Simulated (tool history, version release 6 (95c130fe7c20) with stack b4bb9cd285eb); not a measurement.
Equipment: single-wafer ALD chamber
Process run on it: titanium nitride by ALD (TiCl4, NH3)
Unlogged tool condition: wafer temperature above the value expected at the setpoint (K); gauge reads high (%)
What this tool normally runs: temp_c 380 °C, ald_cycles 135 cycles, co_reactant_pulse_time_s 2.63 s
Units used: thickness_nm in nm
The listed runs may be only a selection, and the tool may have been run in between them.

run    day  temp_c  ald_cycles  co_reactant_pulse_time_s  wafers since the last listed run  hours since the last thermocouple change  hours since the showerhead was replaced  hours since the gauge calibration  read-back reference wafer on the same gauge, thickness_nm  thickness_nm
  1      0     380         135                      2.63                                 0                                    2132.4                                   3379.9                                 20                                                      3.153         2.847
  2  0.467     380         135                      2.63                                23                                    2143.6                                   3391.1                               31.2                                                      3.148         2.855
  3  0.846     380         135                      2.92                                19                                    2152.7                                   3400.2                               40.3                                                      3.151          2.87
  4  1.304     380         135                      2.92                                23                                    2163.7                                   3411.2                               51.3                                                      3.151         2.865
  5  1.562     380         135                      2.92                                12                                    2169.9                                   3417.4                               57.5                                                      3.146         2.858
  6  2.071     380         135                      2.63                                25                                    2182.1                                   3429.6                               69.7                                                      3.152         2.839
  7  2.688     380         135                      2.63                                30                                    2196.9                                   3444.4                               84.5                                                      3.149         2.848
  8  3.171     380         135                      2.63                                24                                    2208.5                                     3456                               96.1                                                      3.152         2.842
     3.696  -- gauge calibrated
     3.958  -- showerhead replaced
  9  3.979     380         135                       1.7                                23                                    2227.9                                      0.5                                6.8                                                       3.15         2.682
 10  4.179     380         153                      2.63                                10                                    2232.7                                      5.3                               11.6                                                      3.148         3.236
     4.783  -- thermocouple changed; heater temperature recalibrated
 11  4.804     380         135                       1.7                                14                                       0.5                                     20.3                               26.6                                                       3.15         2.675
 12  5.188     380         146                      2.63                                19                                       9.7                                     29.5                               35.8                                                      3.151          3.08
 13  6.146     380         159                      2.63                                48                                      32.7                                     52.5                               58.8                                                      3.148         3.336
 14  6.862     380         135                      2.63                                35                                      49.9                                     69.7                                 76                                                       3.15         2.847
 15  7.562     380         120                      3.52                                35                                      66.7                                     86.5                               92.8                                                      3.149         2.571

For each run, what was the tool's unlogged condition?
wafer temperature above the value expected at the setpoint (K): 0 at every run
gauge reads high (%): 0 at every run

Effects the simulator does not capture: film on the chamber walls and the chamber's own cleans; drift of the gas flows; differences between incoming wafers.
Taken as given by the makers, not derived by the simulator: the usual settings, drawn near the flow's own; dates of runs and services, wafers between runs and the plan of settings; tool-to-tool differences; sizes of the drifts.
